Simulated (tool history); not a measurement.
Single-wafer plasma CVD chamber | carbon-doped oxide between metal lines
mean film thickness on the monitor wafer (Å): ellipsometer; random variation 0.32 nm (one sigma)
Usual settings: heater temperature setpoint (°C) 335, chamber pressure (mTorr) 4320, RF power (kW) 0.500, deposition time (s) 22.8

run    hour  heater temperature setpoint (°C)  chamber pressure (mTorr)  RF power (kW)  deposition time (s)  read-back reference wafer on the same gauge, thickness_nm  mean film thickness on the monitor wafer (Å)
  1     0.0                               345                      4320          0.500                 22.8                                                    111.063                                       1123.99
  2    78.3                               345                      4320          0.500                 22.8                                                    111.112                                       1126.08
  3   153.0                               335                      4320          0.500                 22.8                                                    111.002                                       1164.78
  4   232.1                               335                      4320          0.500                 22.8                                                    110.919                                       1164.06
  5   274.4                               335                      4320          0.500                 22.8                                                    111.088                                       1164.27
  6   499.5                               335                      4070          0.500                 22.8                                                    110.871                                       1132.63
  7   568.0                               335                      4320          0.540                 22.8                                                    110.980                                       1225.68
  8   628.4                               335                      4320          0.540                 22.8                                                    111.049                                       1229.77
  9   665.1                               335                      4320          0.500                 22.8                                                    110.971                                       1150.31
 10   730.7                               335                      4320          0.500                 22.8                                                    111.086                                       1158.81
 11   802.3                               335                      4320          0.500                 22.8                                                    110.963                                       1150.97
 12   906.1                               321                      3690          0.500                 22.8                                                    110.982                                       1217.13
 13  1004.6                               335                      5210          0.500                 24.1                                                    110.943                                       1246.42
 14  1326.4                               335                      4320          0.500                 22.8                                                    110.958                                       1168.70
 15  1411.7                               335                      4320          0.500                 22.8                                                    110.985                                       1162.98
 16  1503.9                               335                      4320          0.500                 22.8                                                    110.962                                       1162.29
 17  1570.8                               343                      4320          0.560                 18.3                                                    111.068                                       1003.06
 18  1608.9                               342                      4320          0.500                 22.8                                                    110.984                                       1140.40
 19  1667.8                               324                      3510          0.500                 26.6                                                    110.983                                       1409.95
 20  1765.0                               349                      5200          0.575                 26.1                                                    111.002                                       1362.04
 21  1864.1                               335                      4320          0.500                 26.7                                                    110.983                                       1353.66
 22  2096.8                               341                      4680          0.500                 19.6                                                    110.997                                        980.93
 23  2200.6                               340                      4980          0.500                 24.6                                                    110.996                                       1237.95
 24  2290.7                               335                      4320          0.455                 24.5                                                    110.991                                       1183.79
 25  2340.3                               335                      4320          0.500                 22.8                                                    111.068                                       1169.09
 26  2425.5                               348                      4320          0.500                 25.5                                                    110.978                                       1239.75
 27  2525.3                               340                      3550          0.565                 22.8                                                    111.007                                       1221.99
 28  2562.0                               320                      4320          0.535                 21.1                                                    110.910                                       1196.45
 29  2628.2                               348                      3430          0.580                 21.1                                                    111.072                                       1113.84

Not shown: 7 entries that the log had between the listed runs. Between which runs, and how does the tool's hidden state differ before and after?
Between runs 5 and 6: thermocouple changed; heater temperature recalibrated (hour 479.2)
  wafer temperature above the value expected at the setpoint (K): -5.77 -> -0.382
  measured less the result without the state, mean film thickness on the monitor wafer (Å): +24.35 -> +1.54
Between runs 10 and 11: RF generator calibrated (hour 799.8)
  wafer temperature above the value expected at the setpoint (K): -3.07 -> -3.62
  measured less the result without the state, mean film thickness on the monitor wafer (Å): +12.69 -> +14.89
Between runs 13 and 14: capacitance manometer re-zeroed and calibrated (hour 1273.2)
  wafer temperature above the value expected at the setpoint (K): -4.74 -> -5.66
  measured less the result without the state, mean film thickness on the monitor wafer (Å): +21.12 -> +23.92
Between runs 18 and 19: showerhead replaced, of another model than before (hour 1667.3)
  wafer temperature above the value expected at the setpoint (K): -6.03 -> -6.08
  measured less the result without the state, mean film thickness on the monitor wafer (Å): +23.33 -> +35.79
Between runs 19 and 20: thermocouple changed; heater temperature recalibrated (hour 1707.2)
  wafer temperature above the value expected at the setpoint (K): -6.08 -> -1.09
  measured less the result without the state, mean film thickness on the monitor wafer (Å): +35.79 -> +4.70
Between runs 20 and 21: gauge calibrated (hour 1801.9)
  wafer temperature above the value expected at the setpoint (K): -1.09 -> -2.32
  measured less the result without the state, mean film thickness on the monitor wafer (Å): +4.70 -> +11.20
Between runs 21 and 22: RF generator calibrated (hour 1978.1)
  wafer temperature above the value expected at the setpoint (K): -2.32 -> -4.22
  measured less the result without the state, mean film thickness on the monitor wafer (Å): +11.20 -> +14.15
